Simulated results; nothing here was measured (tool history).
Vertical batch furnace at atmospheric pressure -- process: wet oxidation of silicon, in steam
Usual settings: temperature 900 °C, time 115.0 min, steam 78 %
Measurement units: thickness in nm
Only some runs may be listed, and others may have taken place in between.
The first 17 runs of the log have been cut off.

run   hour  temperature   time  steam  read-back reference wafer on the same gauge, thickness  thickness
 18  243.0          900  115.0     78                                                  254.79     233.76
 19  258.1          910   88.0     71                                                  254.96     200.40
 20  269.0          900  115.0     78                                                  255.00     233.83
     287.6  -- gauge calibrated
     295.3  -- thermocouples replaced and temperature profile calibrated
 21  295.8          900  115.0     74                                                  255.02     225.18
 22  301.5          910  141.0     69                                                  254.95     275.55
 23  321.8          882  171.5     67                                                  254.89     228.65
     358.2  -- steam generator serviced
 24  358.7          884  115.0     83                                                  254.91     217.46
 25  363.7          875   86.5     90                                                  255.04     168.61
 26  368.8          913  159.5     87                                                  255.05     391.75
 27  379.6          908  158.0     85                                                  255.02     365.50
 28  392.1          900  133.0     86                                                  254.86     299.41
 29  406.4          923   77.5     84                                                  254.85     248.16
 30  424.7          881   71.0     83                                                  254.97     149.53
 31  431.9          913  115.0     78                                                  255.11     285.96
 32  448.6          900  115.0     78                                                  255.04     249.79
 33  460.8          900  115.0     78                                                  255.03     249.61

3 options for the next run, each taken on its own from the tool as it stands now. Forecast them:
  A  465.9          900  115.0     78                                                       ?          ?
  B  465.9          900  135.0     78                                                       ?          ?
  C  465.9          884  115.0     78                                                       ?          ?

run  read-back reference wafer on the same gauge, thickness  thickness
  A                                                  255.02     249.63
  B                                                  255.02     280.83
  C                                                  255.02     207.93
What these runs would have given with no unlogged condition in the tool:
run  thickness
  A     251.82
  B     283.31
  C     209.76
